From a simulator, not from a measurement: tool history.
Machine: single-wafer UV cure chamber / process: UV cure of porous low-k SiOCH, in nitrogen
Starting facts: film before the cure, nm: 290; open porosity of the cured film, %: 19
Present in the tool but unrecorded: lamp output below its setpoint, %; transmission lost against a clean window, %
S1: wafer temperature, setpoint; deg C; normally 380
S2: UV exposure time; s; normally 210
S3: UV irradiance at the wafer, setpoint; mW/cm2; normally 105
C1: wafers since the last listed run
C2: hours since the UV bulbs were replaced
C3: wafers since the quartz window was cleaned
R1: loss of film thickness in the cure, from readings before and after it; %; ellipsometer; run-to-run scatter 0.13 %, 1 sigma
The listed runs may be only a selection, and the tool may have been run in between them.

| run | hour | S1 | S2 | S3 | C1 | C2 | C3 | R1 |
|---|---|---|---|---|---|---|---|---|
| 1 | 0 | 380 | 210 | 105 | 0 | 3003.7 | 1643 | 10.348 |
| 2 | 11 | 380 | 210 | 105 | 88 | 3014.7 | 1732 | 10.151 |
| 3 | 21.3 | 380 | 210 | 105 | 83 | 3025 | 1815 | 10.308 |
| 4 | 31.9 | 380 | 210 | 105 | 85 | 3035.6 | 1901 | 9.965 |
| 5 | 40.2 | 380 | 210 | 105 | 67 | 3043.9 | 1968 | 10.282 |
| 6 | 53.9 | 380 | 210 | 105 | 110 | 3057.6 | 2078 | 10.257 |
| 7 | 65.8 | 380 | 210 | 105 | 96 | 3069.5 | 2174 | 10.043 |
| 8 | 98.2 | 380 | 210 | 105 | 261 | 3101.9 | 2436 | 10.151 |
|  | 107.1 | UV bulbs replaced |
| 9 | 115.3 | 380 | 210 | 105 | 73 | 8.2 | 2510 | 10.001 |
|  | 125.1 | quartz window cleaned |
| 10 | 133.2 | 400 | 210 | 74 | 79 | 26.1 | 65 | 9.74 |
| 11 | 150.8 | 380 | 155 | 105 | 142 | 43.7 | 207 | 9.448 |
| 12 | 166.6 | 380 | 175 | 105 | 127 | 59.5 | 334 | 10.069 |
| 13 | 197.8 | 380 | 210 | 105 | 251 | 90.7 | 586 | 10.613 |
| 14 | 205 | 380 | 210 | 105 | 58 | 97.9 | 644 | 10.564 |
| 15 | 211.3 | 380 | 290 | 105 | 50 | 104.2 | 695 | 11.988 |
| 16 | 221.1 | 380 | 320 | 121 | 79 | 114 | 774 | 13.218 |
| 17 | 232.8 | 398 | 320 | 70 | 94 | 125.7 | 869 | 10.612 |

Table of differences, measured result less the result of that run with no hidden state. Run-to-run variation is the same in both. Gauge scatter possibly is not:
| run | R1 |
|---|---|
| 1 | -0.924 |
| 2 | -0.926 |
| 3 | -0.958 |
| 4 | -0.942 |
| 5 | -0.985 |
| 6 | -1.001 |
| 7 | -0.993 |
| 8 | -1.038 |
| 9 | -1.037 |
| 10 | -0.076 |
| 11 | -0.188 |
| 12 | -0.29 |
| 13 | -0.454 |
| 14 | -0.486 |
| 15 | -0.533 |
| 16 | -0.593 |
| 17 | -0.589 |
